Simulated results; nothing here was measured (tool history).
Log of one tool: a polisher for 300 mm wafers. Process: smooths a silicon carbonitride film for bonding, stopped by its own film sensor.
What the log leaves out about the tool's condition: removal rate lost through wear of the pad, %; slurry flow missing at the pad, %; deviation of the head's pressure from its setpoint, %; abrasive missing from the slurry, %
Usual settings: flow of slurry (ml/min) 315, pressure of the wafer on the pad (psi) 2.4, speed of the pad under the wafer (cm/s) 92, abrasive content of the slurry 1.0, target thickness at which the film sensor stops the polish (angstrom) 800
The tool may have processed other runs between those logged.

| run | day | flow of slurry (ml/min) | pressure of the wafer on the pad (psi) | speed of the pad under the wafer (cm/s) | abrasive content of the slurry | target thickness at which the film sensor stops the polish (angstrom) | wafers since the last listed run | wafers polished on this pad | hours since the slurry nozzle was cleaned | hours since the head pressure was calibrated | hours since the slurry blender was calibrated | incoming thickness of the incoming film, nm | time until the film sensor stopped the polish (s) |
|---|---|---|---|---|---|---|---|---|---|---|---|---|---|
| 1 | 0.000 | 315 | 2.4 | 92 | 1.0 | 800 | 0 | 143 | 582.8 | 1056.2 | 456.9 | 100.0 | 110.4 |
| 2 | 0.508 | 315 | 2.4 | 92 | 1.0 | 800 | 115 | 259 | 595.0 | 1068.4 | 469.1 | 101.5 | 115.7 |
| 3 | 1.133 | 315 | 2.4 | 92 | 1.0 | 800 | 142 | 401 | 610.0 | 1083.4 | 484.1 | 99.9 | 110.5 |
| 4 | 1.783 | 315 | 2.4 | 92 | 1.0 | 800 | 148 | 549 | 625.6 | 1099.0 | 499.7 | 99.3 | 108.2 |
| 5 | 2.504 | 315 | 2.4 | 92 | 1.0 | 800 | 164 | 714 | 642.9 | 1116.3 | 517.0 | 100.7 | 120.1 |
|  | 2.954 | slurry blender recalibrated |
| 6 | 3.204 | 315 | 2.4 | 92 | 1.0 | 800 | 140 | 854 | 659.7 | 1133.1 | 6.0 | 98.2 | 87.8 |
|  | 3.362 | head pressure recalibrated |
|  | 3.446 | slurry nozzle cleaned |
| 7 | 3.933 | 315 | 2.4 | 92 | 0.8 | 800 | 137 | 992 | 11.7 | 13.7 | 23.5 | 99.0 | 104.2 |
| 8 | 4.575 | 315 | 1.9 | 92 | 0.9 | 800 | 146 | 1138 | 27.1 | 29.1 | 38.9 | 98.7 | 129.8 |

Forecast run 9:
| 9 | 4.900 | 315 | 2.4 | 92 | 1.0 | 800 | 74 | 1212 | 34.9 | 36.9 | 46.7 | 98.6 | ? |

time until the film sensor stopped the polish (s): 96.7
Had the tool carried no hidden state, the very same run would have given time until the film sensor stopped the polish (s) 81.5.
